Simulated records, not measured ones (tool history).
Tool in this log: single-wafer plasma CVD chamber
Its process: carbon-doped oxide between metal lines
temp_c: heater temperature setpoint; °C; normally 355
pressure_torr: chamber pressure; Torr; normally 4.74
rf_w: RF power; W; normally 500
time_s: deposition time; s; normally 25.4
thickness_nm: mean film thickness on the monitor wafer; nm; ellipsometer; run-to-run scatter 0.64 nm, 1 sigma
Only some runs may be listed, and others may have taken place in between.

run	hour	temp_c	pressure_torr	rf_w	time_s	read-back reference wafer on the same gauge, thickness_nm	thickness_nm
1	0	359	4.74	500	25.4	129.081	125.809
2	15	359	4.74	500	25.4	129.136	125.13
3	29.4	355	4.74	500	25.4	129.006	127.36
4	39.1	355	4.74	500	25.4	128.976	127.707
5	56.2	355	4.74	500	24.1	128.973	121.9
6	69.5	355	4.74	500	24.1	129.116	120.767
7	83.4	355	4.74	500	27.1	128.919	136.646
8	95.5	355	4.74	500	25.4	129.113	127.602
9	112	355	4.74	500	25.4	128.978	127.775
10	119.2	355	4.74	500	25.4	128.806	127.953
11	130.8	355	4.74	500	25.4	128.802	128.162
12	148.3	355	4.74	470	25.4	128.942	122.32
13	160.4	355	4.74	500	24.2	129.113	122.342
14	171.4	355	4.74	500	24.2	129.012	121.261
15	187.1	347	4.21	500	25.4	128.875	129.97
16	193.3	355	4.74	500	25.4	128.988	128.657
17	213.6	355	5.84	500	25.4	128.921	130.615
18	221.1	355	4.74	500	25.4	129.231	127.692
19	235.1	342	4.74	500	25.4	129.095	133.927
20	243.7	367	3.58	465	27.4	129.047	122.395
21	262.4	355	4.74	500	25.4	128.975	127.227
22	271	355	4.74	500	25.4	129.048	127.017
23	284.2	361	4.19	570	21.3	128.962	112.702
24	299.8	351	5.71	430	29.7	129.05	140.004
25	309.2	360	4.39	420	23.6	128.957	101.772
26	319.9	365	5.59	470	30	129.019	144.529
27	337.5	355	4.74	470	25.4	129.113	122.338
28	354.5	341	4.29	465	28	129.029	138.446
29	367.9	346	4.74	500	23.2	128.949	121.082

Between the runs listed above, the log contained 5 entries, not reproduced here. Where in the sequence does each belong, and how does what the log doesn't record of the tool's condition differ from the listed run before to the listed run after?
Logged between run 8 and run 9: thermocouple changed; heater temperature recalibrated (hour 111.5)
  nothing in the hidden state changes from one run to the other
Logged between run 10 and run 11: gauge calibrated (hour 129.8)
  nothing in the hidden state changes from one run to the other
Logged between run 14 and run 15: capacitance manometer re-zeroed and calibrated (hour 186.6)
  nothing in the hidden state changes from one run to the other
Logged between run 16 and run 17: RF generator calibrated (hour 213.1)
  nothing in the hidden state changes from one run to the other
Logged between run 20 and run 21: showerhead replaced (hour 261.9)
  nothing in the hidden state changes from one run to the other
